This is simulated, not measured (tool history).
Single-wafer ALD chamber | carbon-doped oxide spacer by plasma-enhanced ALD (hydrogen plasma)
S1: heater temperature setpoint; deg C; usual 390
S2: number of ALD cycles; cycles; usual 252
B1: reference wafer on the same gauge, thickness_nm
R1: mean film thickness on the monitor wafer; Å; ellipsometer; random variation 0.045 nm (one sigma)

run,day,S1,S2,B1,R1
1,0.000,390,252,13.128,132.69
2,1.354,390,252,13.099,132.66
3,2.350,397,252,13.095,132.17
4,3.058,390,252,13.067,131.96
5,5.112,390,252,13.083,131.48
6,6.125,390,252,13.040,131.63
7,6.942,390,215,13.028,112.92
8,8.096,390,252,12.997,131.45
9,8.829,383,252,12.999,131.16
10,11.188,383,252,12.956,130.66
11,12.012,390,252,12.924,130.17
12,12.804,390,252,12.928,130.51
13,13.938,390,252,12.911,130.24
# day 14.921: thermocouple changed; heater temperature recalibrated
14,14.942,381,221,12.905,114.19
15,15.508,381,221,12.883,114.83
16,16.429,390,252,12.859,129.86
17,17.296,390,252,12.859,129.28
18,18.725,384,207,12.842,106.24
19,19.446,395,252,12.810,128.29
20,20.788,390,252,12.780,128.93
# day 21.179: gauge calibrated
21,22.229,390,252,13.293,134.50
22,22.742,376,237,13.258,126.40
23,23.542,401,285,13.271,150.98
24,24.967,404,252,13.297,132.24
25,26.400,384,206,13.297,109.27
26,27.858,386,213,13.277,113.43
27,29.017,382,301,13.265,159.70
28,29.900,383,222,13.265,117.43
29,31.150,390,252,13.260,133.68
30,31.962,384,230,13.249,122.69
31,33.325,403,268,13.238,140.07
32,36.854,380,220,13.216,115.87
33,37.696,390,252,13.226,133.06

4 ways to go on from here, each from the tool as it stands after run 33. What would each give?
A,37.729,390,252,?,?
B,37.729,402,252,?,?
C,37.729,399,278,?,?
D,37.729,377,266,?,?

run,B1,R1
A,13.205,132.81
B,13.205,131.35
C,13.205,146.40
D,13.205,140.19
Without the tool's hidden state the same runs would have given:
run,R1
A,133.61
B,132.13
C,147.28
D,141.03
